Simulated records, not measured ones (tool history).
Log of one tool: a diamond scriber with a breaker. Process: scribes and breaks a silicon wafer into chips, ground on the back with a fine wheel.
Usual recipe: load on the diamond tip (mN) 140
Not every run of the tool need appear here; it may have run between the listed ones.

run,hour,load on the diamond tip (mN),wafers since the last listed run,hours since the diamond tip was replaced,hours since the load on the tip was calibrated,"incoming depth of the damage left on the back of the incoming wafer, um",depth of the median crack under the scribed line (µm),chips rejected at inspection after the break (%)
1,0.0,173,0,678.8,975.9,2.63,15.76,5.13
2,25.8,140,67,704.6,1001.7,1.67,13.88,3.75
3,82.7,140,148,761.5,1058.6,1.83,13.61,3.81
4,150.5,161,176,829.3,1126.4,2.10,14.69,2.52
5,196.5,161,120,875.3,1172.4,2.94,14.89,3.09
6,266.2,161,181,945.0,1242.1,2.18,14.88,2.60
# hour 274.4: diamond tip replaced by a new one
7,305.6,140,97,31.2,1281.5,2.35,13.62,3.94
8,361.4,117,145,87.0,1337.3,1.51,12.39,14.85
# hour 375.4: load on the tip recalibrated
9,410.5,103,122,136.1,35.1,2.61,10.55,41.00
10,447.1,161,95,172.7,71.7,2.26,14.04,2.92
11,486.6,151,103,212.2,111.2,2.10,13.60,5.24
# hour 533.0: load on the tip recalibrated, repeated, since the last time left the tool worse
12,553.7,126,169,279.3,20.7,2.65,13.55,5.29
13,593.5,179,103,319.1,60.5,2.31,16.46,11.35
14,641.2,140,124,366.8,108.2,2.57,14.36,2.84
15,670.2,119,75,395.8,137.2,2.06,12.95,8.65

What if the next run were any one of these 5? Each begins from the tool's condition after run 15:
A,670.8,181,1,396.4,137.8,2.04,?,?
B,670.8,129,1,396.4,137.8,2.04,?,?
C,670.8,176,1,396.4,137.8,2.04,?,?
D,670.8,108,1,396.4,137.8,2.04,?,?
E,670.8,115,1,396.4,137.8,2.04,?,?

run,depth of the median crack under the scribed line (µm),chips rejected at inspection after the break (%)
A,16.89,10.83
B,13.61,4.76
C,16.59,8.83
D,12.18,17.08
E,12.67,11.74
Without the tool's unlogged condition, the same runs would have read:
run,depth of the median crack under the scribed line (µm),chips rejected at inspection after the break (%)
A,17.28,13.71
B,13.93,3.44
C,16.97,11.42
D,12.46,13.86
E,12.96,9.11
